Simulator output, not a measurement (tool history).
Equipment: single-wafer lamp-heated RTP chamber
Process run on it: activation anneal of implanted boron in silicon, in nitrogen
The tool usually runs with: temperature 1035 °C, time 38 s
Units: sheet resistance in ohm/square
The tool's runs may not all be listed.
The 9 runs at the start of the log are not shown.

| run | hour | temperature | time | wafers since the last listed run | wafers since the last pyrometer calibration | wafers since the reflector plate was cleaned | hours since the gauge calibration | read-back reference wafer on the same gauge, sheet resistance | sheet resistance |
|---|---|---|---|---|---|---|---|---|---|
| 10 | 647.0 | 1057 | 29 | 448 | 3108 | 9480 | 1294.3 | 634.20 | 756.19 |
|  | 746.4 | pyrometer window cleaned and pyrometer calibrated |
| 11 | 746.9 | 1023 | 45 | 898 | 5 | 10378 | 1394.2 | 633.54 | 754.15 |
|  | 769.7 | reflector plate cleaned |
| 12 | 839.9 | 1023 | 45 | 830 | 835 | 686 | 1487.2 | 633.04 | 755.06 |
| 13 | 981.8 | 1023 | 45 | 1386 | 2222 | 2072 | 1629.1 | 632.68 | 754.47 |
| 14 | 1031.5 | 1035 | 30 | 485 | 2708 | 2558 | 1678.8 | 632.54 | 755.60 |
| 15 | 1138.1 | 1035 | 30 | 1041 | 3749 | 3600 | 1785.4 | 632.26 | 756.59 |
|  | 1164.9 | pyrometer window cleaned and pyrometer calibrated |
| 16 | 1199.4 | 1065 | 58 | 520 | 337 | 4120 | 1846.7 | 632.33 | 735.61 |
| 17 | 1257.2 | 1035 | 38 | 564 | 902 | 4685 | 1904.5 | 632.03 | 753.69 |
| 18 | 1302.0 | 1051 | 38 | 437 | 1339 | 5123 | 1949.3 | 631.60 | 748.80 |
|  | 1341.8 | gauge calibrated |
| 19 | 1374.3 | 1019 | 22 | 706 | 2046 | 5830 | 32.5 | 637.20 | 764.07 |
| 20 | 1480.4 | 1035 | 38 | 1036 | 3083 | 6866 | 138.6 | 636.83 | 758.79 |
| 21 | 1549.6 | 1047 | 52 | 676 | 3759 | 7543 | 207.8 | 636.41 | 752.33 |
|  | 1561.4 | pyrometer window cleaned and pyrometer calibrated |
| 22 | 1591.2 | 1035 | 29 | 328 | 290 | 7871 | 249.4 | 636.40 | 762.14 |
| 23 | 1664.1 | 1023 | 44 | 712 | 1003 | 8583 | 322.3 | 635.98 | 758.70 |
| 24 | 1735.8 | 1060 | 48 | 700 | 1703 | 9284 | 394.0 | 635.61 | 744.95 |
| 25 | 1786.4 | 1022 | 38 | 494 | 2198 | 9778 | 444.6 | 635.46 | 760.21 |
| 26 | 1840.6 | 1035 | 38 | 529 | 2727 | 10308 | 498.8 | 635.18 | 756.42 |
|  | 1877.8 | reflector plate cleaned |
| 27 | 1915.1 | 1047 | 52 | 649 | 3377 | 364 | 573.3 | 635.14 | 751.05 |
|  | 2010.3 | pyrometer window cleaned and pyrometer calibrated |
| 28 | 2017.6 | 1060 | 21 | 923 | 71 | 1288 | 675.8 | 634.51 | 757.18 |
| 29 | 2086.5 | 1035 | 38 | 673 | 744 | 1961 | 744.7 | 634.28 | 755.99 |
| 30 | 2172.9 | 1055 | 45 | 844 | 1588 | 2805 | 831.1 | 633.94 | 747.70 |

Each row is a separate what-if for the run after 30, all from the same tool condition, not one after another. Results?
| A | 2173.3 | 1063 | 38 | 3 | 1592 | 2809 | 831.5 | ? | ? |
| B | 2173.3 | 1035 | 46 | 3 | 1592 | 2809 | 831.5 | ? | ? |
| C | 2173.3 | 1063 | 48 | 3 | 1592 | 2809 | 831.5 | ? | ? |

| run | read-back reference wafer on the same gauge, sheet resistance | sheet resistance |
|---|---|---|
| A | 633.85 | 748.96 |
| B | 633.85 | 753.57 |
| C | 633.85 | 744.45 |
With no hidden state in the tool, these same runs would have given:
| run | sheet resistance |
|---|---|
| A | 754.82 |
| B | 759.46 |
| C | 750.27 |
